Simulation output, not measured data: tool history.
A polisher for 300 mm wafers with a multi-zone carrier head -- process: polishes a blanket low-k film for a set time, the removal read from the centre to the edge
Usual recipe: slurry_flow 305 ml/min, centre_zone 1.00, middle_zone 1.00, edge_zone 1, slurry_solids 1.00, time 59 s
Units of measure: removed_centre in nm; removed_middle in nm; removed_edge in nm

| run | hour | slurry_flow | centre_zone | middle_zone | edge_zone | slurry_solids | time | incoming thickness of the incoming film, nm | removed_centre | removed_middle | removed_edge |
|---|---|---|---|---|---|---|---|---|---|---|---|
| 1 | 0.0 | 305 | 0.97 | 1.00 | 1 | 1.00 | 59 | 369.8 | 19.0 | 19.6 | 19.4 |
| 2 | 13.0 | 305 | 0.94 | 1.00 | 1 | 1.00 | 59 | 373.1 | 18.9 | 19.0 | 19.4 |
| 3 | 28.9 | 305 | 0.94 | 1.00 | 1 | 1.00 | 59 | 372.1 | 18.4 | 19.1 | 19.1 |
|  | 41.8 | worn pad replaced by a new one |
| 4 | 43.1 | 285 | 1.00 | 1.00 | 1 | 1.00 | 59 | 365.8 | 20.9 | 20.4 | 20.8 |
| 5 | 58.6 | 285 | 1.00 | 1.00 | 1 | 1.00 | 59 | 367.5 | 20.6 | 20.4 | 20.4 |
| 6 | 75.0 | 305 | 1.00 | 1.00 | 1 | 0.90 | 59 | 376.5 | 19.5 | 19.1 | 19.1 |
|  | 81.2 | centre zone pressure recalibrated |
|  | 88.0 | slurry nozzle cleaned |
| 7 | 88.5 | 305 | 1.00 | 1.00 | 1 | 0.90 | 59 | 364.3 | 18.9 | 19.1 | 19.1 |
| 8 | 103.4 | 305 | 1.00 | 1.00 | 1 | 1.00 | 59 | 374.2 | 19.6 | 19.7 | 19.8 |
| 9 | 114.8 | 305 | 1.00 | 1.00 | 1 | 1.00 | 59 | 373.4 | 19.6 | 19.1 | 19.5 |
| 10 | 127.2 | 305 | 1.08 | 1.00 | 1 | 1.00 | 59 | 371.7 | 20.2 | 18.9 | 19.4 |
|  | 144.4 | carrier head's membrane replaced by a new one |
| 11 | 144.9 | 305 | 1.00 | 1.00 | 1 | 1.00 | 59 | 368.1 | 19.0 | 18.9 | 19.0 |
|  | 164.6 | worn pad replaced by a new one |
| 12 | 183.9 | 305 | 1.00 | 1.03 | 1 | 1.00 | 59 | 365.5 | 20.2 | 21.2 | 20.5 |
| 13 | 198.0 | 270 | 1.00 | 0.92 | 1 | 1.20 | 59 | 363.0 | 21.9 | 20.3 | 21.7 |
| 14 | 212.7 | 350 | 0.97 | 1.00 | 1 | 1.00 | 59 | 371.3 | 20.0 | 20.4 | 20.2 |
|  | 215.1 | edge zone pressure recalibrated |
| 15 | 226.9 | 405 | 1.00 | 1.08 | 1 | 1.00 | 59 | 370.2 | 20.2 | 21.8 | 20.0 |
| 16 | 244.4 | 305 | 1.00 | 1.05 | 1 | 1.00 | 59 | 370.4 | 19.5 | 19.8 | 19.5 |
| 17 | 251.0 | 305 | 1.00 | 1.00 | 1 | 1.15 | 59 | 375.5 | 20.6 | 20.5 | 20.4 |
| 18 | 260.7 | 305 | 0.92 | 0.93 | 1 | 1.00 | 59 | 364.1 | 18.2 | 18.5 | 19.1 |
| 19 | 276.1 | 305 | 1.10 | 1.03 | 1 | 1.00 | 46 | 368.4 | 15.9 | 14.8 | 14.7 |
| 20 | 282.7 | 380 | 0.89 | 0.94 | 1 | 0.75 | 59 | 369.1 | 15.9 | 15.7 | 16.6 |
|  | 287.2 | worn pad replaced by a new one |
| 21 | 298.1 | 305 | 1.00 | 1.00 | 1 | 1.00 | 59 | 367.6 | 21.0 | 21.1 | 21.1 |
| 22 | 306.6 | 305 | 0.97 | 0.92 | 1 | 1.10 | 53 | 370.0 | 19.3 | 18.1 | 19.5 |

Each row is a separate what-if for the run after 22, all from the same tool condition, not one after another. Results?
| A | 307.0 | 305 | 1.00 | 1.00 | 1 | 1.25 | 59 | 373.2 | ? | ? | ? |
| B | 307.0 | 305 | 1.00 | 1.10 | 1 | 0.80 | 59 | 373.2 | ? | ? | ? |
| C | 307.0 | 305 | 1.00 | 1.00 | 1 | 1.30 | 38 | 373.2 | ? | ? | ? |
| D | 307.0 | 305 | 0.93 | 0.89 | 1 | 1.00 | 49 | 373.2 | ? | ? | ? |

| run | removed_centre | removed_middle | removed_edge |
|---|---|---|---|
| A | 23.1 | 23.1 | 23.2 |
| B | 18.9 | 20.4 | 18.9 |
| C | 15.1 | 15.1 | 15.2 |
| D | 16.7 | 15.8 | 17.5 |
With the hidden condition removed and each run's random variation left untouched, the same runs would have given:
| run | removed_centre | removed_middle | removed_edge |
|---|---|---|---|
| A | 23.6 | 23.5 | 23.6 |
| B | 19.3 | 20.8 | 19.3 |
| C | 15.4 | 15.4 | 15.5 |
| D | 17.0 | 16.1 | 17.9 |

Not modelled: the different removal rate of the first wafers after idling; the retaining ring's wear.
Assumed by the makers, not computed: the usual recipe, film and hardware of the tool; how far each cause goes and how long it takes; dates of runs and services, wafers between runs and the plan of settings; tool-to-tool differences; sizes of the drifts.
